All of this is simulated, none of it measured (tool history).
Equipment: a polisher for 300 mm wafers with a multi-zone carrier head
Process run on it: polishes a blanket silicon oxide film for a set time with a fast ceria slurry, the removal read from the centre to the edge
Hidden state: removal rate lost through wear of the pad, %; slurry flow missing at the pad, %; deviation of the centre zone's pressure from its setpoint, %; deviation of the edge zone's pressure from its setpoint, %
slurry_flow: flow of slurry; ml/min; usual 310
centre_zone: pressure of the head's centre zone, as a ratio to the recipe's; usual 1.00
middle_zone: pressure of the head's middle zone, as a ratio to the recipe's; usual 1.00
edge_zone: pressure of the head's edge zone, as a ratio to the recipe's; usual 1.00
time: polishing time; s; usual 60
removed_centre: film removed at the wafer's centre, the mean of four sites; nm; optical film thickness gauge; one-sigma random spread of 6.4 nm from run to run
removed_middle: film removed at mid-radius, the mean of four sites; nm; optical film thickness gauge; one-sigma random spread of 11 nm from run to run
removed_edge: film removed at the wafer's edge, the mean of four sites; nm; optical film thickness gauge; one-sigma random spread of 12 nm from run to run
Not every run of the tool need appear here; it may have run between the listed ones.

run,hour,slurry_flow,centre_zone,middle_zone,edge_zone,time,wafers since the last listed run,wafers polished on this pad,hours since the slurry nozzle was cleaned,hours since the centre zone pressure was calibrated,hours since the edge zone pressure was calibrated,hours since the carrier head's membrane was replaced,"incoming thickness of the incoming film, nm",removed_centre,removed_middle,removed_edge
1,0.0,310,1.00,1.00,1.00,60,0,1968,499.9,291.1,73.2,847.8,2723.9,894.8,850.6,868.5
2,79.9,310,1.00,0.91,1.00,60,771,2740,579.8,371.0,153.1,927.7,2712.6,891.7,791.9,855.1
3,136.8,310,1.00,1.00,1.00,79,549,3289,636.7,427.9,210.0,984.6,2690.1,1164.8,1118.9,1111.4
4,232.4,310,1.00,1.00,1.00,60,923,4212,732.3,523.5,305.6,1080.2,2707.8,898.1,858.6,873.5
# hour 293.5: slurry nozzle cleaned
5,297.6,310,1.00,1.00,1.00,60,619,4832,4.1,588.7,370.8,1145.4,2717.6,885.0,871.1,870.1
6,372.5,310,1.00,1.00,0.91,49,723,5555,79.0,663.6,445.7,1220.3,2712.5,728.8,685.9,651.1
# hour 413.8: carrier head's membrane replaced by a new one
7,423.9,415,0.88,1.00,1.00,60,447,6003,130.4,715.0,497.1,10.1,2725.4,842.9,845.0,868.8
# hour 461.1: worn pad replaced by a new one
8,514.8,310,1.00,1.00,1.04,60,839,518,221.3,805.9,588.0,101.0,2751.7,913.0,853.1,902.9
9,572.1,345,1.00,1.00,1.00,60,553,1072,278.6,863.2,645.3,158.3,2742.3,921.3,865.9,872.3
# hour 589.5: edge zone pressure recalibrated
# hour 601.5: centre zone pressure recalibrated
10,622.8,265,1.00,1.00,1.00,60,450,1522,329.3,21.3,33.3,209.0,2664.9,852.0,842.8,830.8
11,712.4,310,1.04,1.08,1.11,39,865,2387,418.9,110.9,122.9,298.6,2704.2,584.8,604.3,572.2
12,1024.5,310,1.00,1.00,1.00,60,3013,5401,731.0,423.0,435.0,610.7,2689.6,883.5,831.8,864.4
# hour 1109.4: slurry nozzle cleaned
13,1124.2,210,1.10,1.00,1.00,73,952,6354,14.8,522.7,534.7,710.4,2758.2,1089.0,990.7,977.8
# hour 1165.8: worn pad replaced by a new one
14,1193.9,310,1.00,1.00,1.00,60,634,271,84.5,592.4,604.4,780.1,2701.2,900.6,858.5,867.2
# hour 1271.8: edge zone pressure recalibrated
15,1511.2,225,1.00,0.97,1.00,60,3044,3315,401.8,909.7,239.4,1097.4,2727.8,862.2,801.4,831.3
# hour 1532.5: centre zone pressure recalibrated
16,1609.7,400,0.93,1.00,1.00,53,931,4247,500.3,77.2,337.9,1195.9,2719.5,746.3,769.7,784.6
17,1659.0,310,1.00,1.00,1.00,53,475,4723,549.6,126.5,387.2,1245.2,2757.3,767.4,744.6,759.8
18,1731.7,310,1.00,1.00,1.00,60,701,5425,622.3,199.2,459.9,1317.9,2726.5,868.6,861.3,849.0
# hour 1789.5: slurry nozzle cleaned
# hour 1838.2: carrier head's membrane replaced by a new one
19,1850.5,270,1.00,1.00,0.96,75,1089,6514,61.0,318.0,578.7,12.3,2700.7,1095.6,1056.3,1009.9
20,1891.1,310,0.88,1.00,1.06,60,391,6906,101.6,358.6,619.3,52.9,2742.2,802.6,860.2,871.7
21,1993.1,310,1.00,0.89,1.00,60,984,7890,203.6,460.6,721.3,154.9,2772.4,893.3,785.7,846.5

Forecast each of these 5 alternatives for the next run:
A,1993.5,310,1.00,1.00,1.10,60,3,7894,204.0,461.0,721.7,155.3,2702.0,?,?,?
B,1993.5,340,1.00,1.00,1.00,80,3,7894,204.0,461.0,721.7,155.3,2702.0,?,?,?
C,1993.5,310,1.00,1.12,1.00,60,3,7894,204.0,461.0,721.7,155.3,2702.0,?,?,?
D,1993.5,235,1.00,1.00,1.05,60,3,7894,204.0,461.0,721.7,155.3,2702.0,?,?,?
E,1993.5,210,1.05,1.00,1.04,77,3,7894,204.0,461.0,721.7,155.3,2702.0,?,?,?

run,removed_centre,removed_middle,removed_edge
A,880.7,852.2,873.7
B,1186.2,1146.8,1119.1
C,881.5,938.7,832.2
D,848.1,823.6,831.7
E,1107.9,1038.3,1048.5
With the hidden condition removed and each run's random variation left untouched, the same runs would have given:
run,removed_centre,removed_middle,removed_edge
A,896.7,882.5,904.8
B,1207.6,1187.7,1158.9
C,897.4,972.1,861.7
D,863.4,852.9,861.3
E,1128.1,1075.3,1085.8
